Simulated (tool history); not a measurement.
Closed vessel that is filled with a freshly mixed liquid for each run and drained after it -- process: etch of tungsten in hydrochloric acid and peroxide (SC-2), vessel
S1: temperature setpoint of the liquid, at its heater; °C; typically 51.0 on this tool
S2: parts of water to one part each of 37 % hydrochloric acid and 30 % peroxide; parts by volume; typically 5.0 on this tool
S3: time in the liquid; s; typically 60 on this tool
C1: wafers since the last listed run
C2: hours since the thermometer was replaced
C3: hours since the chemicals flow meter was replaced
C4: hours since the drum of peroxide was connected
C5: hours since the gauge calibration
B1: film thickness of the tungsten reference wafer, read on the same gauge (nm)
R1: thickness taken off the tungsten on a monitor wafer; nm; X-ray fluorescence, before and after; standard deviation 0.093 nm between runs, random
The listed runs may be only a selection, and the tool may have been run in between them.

run   hour    S1   S2  S3    C1      C2      C3      C4     C5     B1     R1
  1    0.0  51.0  5.0  80     0  2213.3  1444.4  1257.6  139.7  40.01  29.85
  2   17.5  51.0  5.0  80  1207  2230.8  1461.9  1275.1  157.2  40.01  30.05
  3   32.3  51.0  5.0  60  1021  2245.6  1476.7  1289.9  172.0  39.99  22.58
  4   47.7  51.0  5.0  60  1063  2261.0  1492.1  1305.3  187.4  39.98  22.59
  5   59.3  51.0  5.0  60   800  2272.6  1503.7  1316.9  199.0  40.00  22.40
  6   76.2  51.0  5.0  60  1166  2289.5  1520.6  1333.8  215.9  39.99  22.45
      77.6  -- new drum of peroxide connected
  7   91.3  51.0  5.0  60   973  2304.6  1535.7    13.7  231.0  40.02  22.52
  8  104.0  51.0  5.0  60   876  2317.3  1548.4    26.4  243.7  40.00  22.51
     104.4  -- gauge calibrated
  9  120.5  51.0  5.0  60  1138  2333.8  1564.9    42.9   16.1  39.98  22.57
     127.5  -- chemicals flow meter replaced
 10  133.5  47.5  5.0  45   828  2346.8     6.0    55.9   29.1  39.99  13.34
 11  149.0  51.0  5.0  60  1069  2362.3    21.5    71.4   44.6  40.00  22.40
 12  157.1  51.0  4.0  60   559  2370.4    29.6    79.5   52.7  40.03  26.22
     168.8  -- thermometer replaced
 13  172.2  58.0  5.0  60   973     3.4    44.7    94.6   67.8  39.99  35.30
 14  180.7  41.5  4.0  45   586    11.9    53.2   103.1   76.3  39.99  10.33
 15  191.0  51.0  4.0  60   710    22.2    63.5   113.4   86.6  40.00  26.29
 16  205.3  43.0  6.0  95   987    36.5    77.8   127.7  100.9  40.01  17.98
 17  223.9  59.5  4.0  50  1283    55.1    96.4   146.3  119.5  40.02  38.03
 18  233.0  45.0  5.0  60   628    64.2   105.5   155.4  128.6  39.99  15.09
 19  240.4  51.0  6.5  60   510    71.6   112.9   162.8  136.0  39.99  18.58

Hidden state at the last listed run before each entry between runs and at the first one after, where it differs:
From run 6 to run 7: new drum of peroxide connected (hour 77.6)
  the hidden state is the same at both runs
From run 8 to run 9: gauge calibrated (hour 104.4)
  the hidden state is the same at both runs
From run 9 to run 10: chemicals flow meter replaced (hour 127.5)
  the hidden state is the same at both runs
From run 12 to run 13: thermometer replaced (hour 168.8)
  the hidden state is the same at both runs
